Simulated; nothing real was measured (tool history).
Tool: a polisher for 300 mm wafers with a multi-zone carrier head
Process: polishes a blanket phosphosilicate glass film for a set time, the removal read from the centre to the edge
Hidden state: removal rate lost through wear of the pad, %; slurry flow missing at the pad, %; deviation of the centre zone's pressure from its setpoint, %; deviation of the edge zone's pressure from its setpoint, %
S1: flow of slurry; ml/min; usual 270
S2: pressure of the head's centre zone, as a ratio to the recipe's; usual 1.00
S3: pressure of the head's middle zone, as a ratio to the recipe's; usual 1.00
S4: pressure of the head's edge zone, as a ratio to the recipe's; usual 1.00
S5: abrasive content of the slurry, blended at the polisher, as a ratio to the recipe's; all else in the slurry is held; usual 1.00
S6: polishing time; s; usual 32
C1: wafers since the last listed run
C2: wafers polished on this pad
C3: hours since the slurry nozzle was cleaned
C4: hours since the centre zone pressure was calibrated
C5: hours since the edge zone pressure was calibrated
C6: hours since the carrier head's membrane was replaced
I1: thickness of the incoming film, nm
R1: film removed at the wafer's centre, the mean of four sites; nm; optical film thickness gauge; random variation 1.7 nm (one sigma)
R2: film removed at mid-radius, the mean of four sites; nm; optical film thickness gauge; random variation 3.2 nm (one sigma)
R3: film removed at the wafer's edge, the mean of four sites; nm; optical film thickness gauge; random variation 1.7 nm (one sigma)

{"run": 1, "hour": 0.0, "S1": 270, "S2": 1.11, "S3": 1.0, "S4": 1.0, "S5": 1.0, "S6": 32, "C1": 0, "C2": 287, "C3": 629.0, "C4": 29.3, "C5": 1150.0, "C6": 47.1, "I1": 4132.8, "R1": 222.4, "R2": 234.7, "R3": 236.8}
{"run": 2, "hour": 16.5, "S1": 270, "S2": 1.0, "S3": 1.0, "S4": 1.0, "S5": 1.0, "S6": 32, "C1": 180, "C2": 467, "C3": 645.5, "C4": 45.8, "C5": 1166.5, "C6": 63.6, "I1": 4108.9, "R1": 200.6, "R2": 233.5, "R3": 236.8}
{"run": 3, "hour": 25.2, "S1": 270, "S2": 1.0, "S3": 1.05, "S4": 1.0, "S5": 0.85, "S6": 32, "C1": 95, "C2": 563, "C3": 654.2, "C4": 54.5, "C5": 1175.2, "C6": 72.3, "I1": 4138.2, "R1": 187.8, "R2": 232.8, "R3": 223.8}
{"hour": 40.7, "done": "slurry nozzle cleaned"}
{"run": 4, "hour": 41.2, "S1": 340, "S2": 1.0, "S3": 0.97, "S4": 1.0, "S5": 0.9, "S6": 25, "C1": 163, "C2": 727, "C3": 0.5, "C4": 70.5, "C5": 1191.2, "C6": 88.3, "I1": 4130.6, "R1": 155.8, "R2": 176.9, "R3": 180.4}
{"run": 5, "hour": 50.7, "S1": 270, "S2": 1.0, "S3": 1.04, "S4": 1.05, "S5": 1.0, "S6": 32, "C1": 103, "C2": 830, "C3": 10.0, "C4": 80.0, "C5": 1200.7, "C6": 97.8, "I1": 4144.6, "R1": 200.6, "R2": 243.3, "R3": 242.3}
{"run": 6, "hour": 66.6, "S1": 270, "S2": 1.0, "S3": 1.0, "S4": 1.0, "S5": 0.8, "S6": 32, "C1": 173, "C2": 1004, "C3": 25.9, "C4": 95.9, "C5": 1216.6, "C6": 113.7, "I1": 4102.4, "R1": 184.6, "R2": 215.5, "R3": 218.3}
{"hour": 73.2, "done": "worn pad replaced by a new one"}
{"hour": 75.8, "done": "edge zone pressure recalibrated"}
{"run": 7, "hour": 76.3, "S1": 225, "S2": 1.0, "S3": 1.0, "S4": 1.0, "S5": 1.0, "S6": 25, "C1": 40, "C2": 12, "C3": 35.6, "C4": 105.6, "C5": 0.5, "C6": 123.4, "I1": 4158.2, "R1": 152.4, "R2": 177.2, "R3": 180.3}
{"run": 8, "hour": 84.2, "S1": 270, "S2": 1.0, "S3": 1.0, "S4": 1.0, "S5": 1.0, "S6": 32, "C1": 86, "C2": 98, "C3": 43.5, "C4": 113.5, "C5": 8.4, "C6": 131.3, "I1": 4141.4, "R1": 201.6, "R2": 236.4, "R3": 238.0}
{"run": 9, "hour": 91.4, "S1": 270, "S2": 1.07, "S3": 1.0, "S4": 1.0, "S5": 1.0, "S6": 32, "C1": 78, "C2": 177, "C3": 50.7, "C4": 120.7, "C5": 15.6, "C6": 138.5, "I1": 4095.5, "R1": 214.9, "R2": 239.9, "R3": 239.0}
{"hour": 94.8, "done": "centre zone pressure recalibrated, repeated, since the last time left the tool worse"}
{"run": 10, "hour": 97.5, "S1": 270, "S2": 0.91, "S3": 1.12, "S4": 1.05, "S5": 1.25, "S6": 32, "C1": 44, "C2": 222, "C3": 56.8, "C4": 2.7, "C5": 21.7, "C6": 144.6, "I1": 4102.3, "R1": 232.8, "R2": 279.4, "R3": 258.4}
{"run": 11, "hour": 110.8, "S1": 270, "S2": 1.0, "S3": 1.0, "S4": 1.0, "S5": 1.0, "S6": 32, "C1": 145, "C2": 367, "C3": 70.1, "C4": 16.0, "C5": 35.0, "C6": 157.9, "I1": 4076.0, "R1": 241.0, "R2": 234.8, "R3": 237.8}
{"run": 12, "hour": 120.7, "S1": 270, "S2": 1.0, "S3": 1.0, "S4": 1.0, "S5": 1.0, "S6": 32, "C1": 108, "C2": 475, "C3": 80.0, "C4": 25.9, "C5": 44.9, "C6": 167.8, "I1": 4185.4, "R1": 235.2, "R2": 231.2, "R3": 233.9}
{"run": 13, "hour": 136.5, "S1": 270, "S2": 1.0, "S3": 1.08, "S4": 0.9, "S5": 1.0, "S6": 32, "C1": 172, "C2": 648, "C3": 95.8, "C4": 41.7, "C5": 60.7, "C6": 183.6, "I1": 4134.5, "R1": 237.8, "R2": 249.8, "R3": 228.0}
{"run": 14, "hour": 148.7, "S1": 200, "S2": 1.06, "S3": 0.89, "S4": 1.0, "S5": 1.0, "S6": 40, "C1": 133, "C2": 781, "C3": 108.0, "C4": 53.9, "C5": 72.9, "C6": 195.8, "I1": 4149.8, "R1": 299.5, "R2": 249.2, "R3": 288.1}
{"run": 15, "hour": 155.1, "S1": 270, "S2": 1.0, "S3": 1.0, "S4": 1.0, "S5": 1.0, "S6": 32, "C1": 69, "C2": 851, "C3": 114.4, "C4": 60.3, "C5": 79.3, "C6": 202.2, "I1": 4175.4, "R1": 238.9, "R2": 237.3, "R3": 237.8}

The next listed run, before its measurement:
{"run": 16, "hour": 168.9, "S1": 270, "S2": 1.0, "S3": 1.0, "S4": 1.0, "S5": 0.75, "S6": 32, "C1": 150, "C2": 1002, "C3": 128.2, "C4": 74.1, "C5": 93.1, "C6": 216.0, "I1": 4170.5, "R1": "?", "R2": "?", "R3": "?"}

R1: 215.4 nm
R2: 211.5 nm
R3: 212.4 nm
Without the tool's hidden state the same run would have given R1 214.0 nm, R2 211.5 nm, R3 212.4 nm.
